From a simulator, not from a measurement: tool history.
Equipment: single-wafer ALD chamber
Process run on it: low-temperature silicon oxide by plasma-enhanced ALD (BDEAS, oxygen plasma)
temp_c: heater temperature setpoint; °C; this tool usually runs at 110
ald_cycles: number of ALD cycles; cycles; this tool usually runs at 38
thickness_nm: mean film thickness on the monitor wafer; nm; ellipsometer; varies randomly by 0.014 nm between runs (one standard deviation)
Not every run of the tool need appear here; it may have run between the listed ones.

run,hour,temp_c,ald_cycles,wafers since the last listed run,hours since the last thermocouple change,hours since the gauge calibration,"read-back reference wafer on the same gauge, thickness_nm",thickness_nm
1,0.0,100,38,0,349.6,1609.8,5.423,5.530
# hour 41.5: gauge calibrated
2,59.9,100,38,583,409.5,18.4,5.421,5.569
3,122.5,110,38,609,472.1,81.0,5.419,5.411
4,182.3,110,38,582,531.9,140.8,5.420,5.421
5,228.5,110,38,450,578.1,187.0,5.417,5.427
6,268.2,110,38,386,617.8,226.7,5.422,5.428
7,328.6,110,38,588,678.2,287.1,5.424,5.445
8,466.6,113,38,1344,816.2,425.1,5.416,5.422
9,555.9,113,38,870,905.5,514.4,5.420,5.404
10,614.7,113,38,572,964.3,573.2,5.424,5.372
11,677.9,110,38,615,1027.5,636.4,5.417,5.434
# hour 756.0: thermocouple changed; heater temperature recalibrated
12,769.2,110,38,811,13.2,727.7,5.423,5.478
13,846.8,110,38,756,90.8,805.3,5.420,5.468
14,907.4,106,43,590,151.4,865.9,5.422,6.266
15,945.7,106,43,373,189.7,904.2,5.418,6.247
16,1046.3,106,43,980,290.3,1004.8,5.422,6.310
17,1083.4,110,38,361,327.4,1041.9,5.422,5.470
18,1132.4,110,38,477,376.4,1090.9,5.424,5.494
19,1237.5,110,38,1024,481.5,1196.0,5.419,5.489
# hour 1258.7: thermocouple changed; heater temperature recalibrated, repeated, since the last time left the tool worse
20,1276.1,110,38,298,17.4,1234.6,5.421,5.405
21,1317.2,110,38,400,58.5,1275.7,5.421,5.432
22,1380.3,115,43,614,121.6,1338.8,5.422,6.070
23,1481.1,110,34,982,222.4,1439.6,5.416,4.851
24,1568.2,101,42,848,309.5,1526.7,5.422,6.124
25,1644.1,110,38,739,385.4,1602.6,5.416,5.427
26,1701.1,121,32,555,442.4,1659.6,5.420,4.458
27,1767.6,119,45,647,508.9,1726.1,5.419,6.285
# hour 1780.7: gauge calibrated
28,1860.7,103,44,907,602.0,80.0,5.426,6.373
29,1961.8,117,44,985,703.1,181.1,5.420,6.202
30,2042.1,95,44,782,783.4,261.4,5.414,6.603
31,2119.4,110,38,753,860.7,338.7,5.423,5.435
32,2191.8,122,36,705,933.1,411.1,5.424,5.035
33,2264.0,122,44,703,1005.3,483.3,5.424,6.104
34,2328.1,110,38,624,1069.4,547.4,5.418,5.427
35,2417.7,97,45,872,1159.0,637.0,5.422,6.731
# hour 2502.3: thermocouple changed; heater temperature recalibrated
36,2502.8,116,38,751,0.5,722.1,5.414,5.330
37,2570.9,102,33,663,68.6,790.2,5.426,4.757
38,2640.1,103,36,674,137.8,859.4,5.418,5.186
39,2734.6,121,31,920,232.3,953.9,5.419,4.334
40,2797.4,104,35,611,295.1,1016.7,5.420,5.055
41,2879.2,102,32,796,376.9,1098.5,5.421,4.654
42,2936.8,110,38,561,434.5,1156.1,5.422,5.428

Branching from run 42: 4 alternative next runs. What would each branch give?
A,2937.3,110,38,4,435.0,1156.6,?,?
B,2937.3,122,32,4,435.0,1156.6,?,?
C,2937.3,110,44,4,435.0,1156.6,?,?
D,2937.3,104,38,4,435.0,1156.6,?,?

run,"read-back reference wafer on the same gauge, thickness_nm",thickness_nm
A,5.420,5.406
B,5.420,4.439
C,5.420,6.260
D,5.420,5.474
Without the tool's unlogged condition, the same runs would have read:
run,thickness_nm
A,5.389
B,4.424
C,6.240
D,5.457
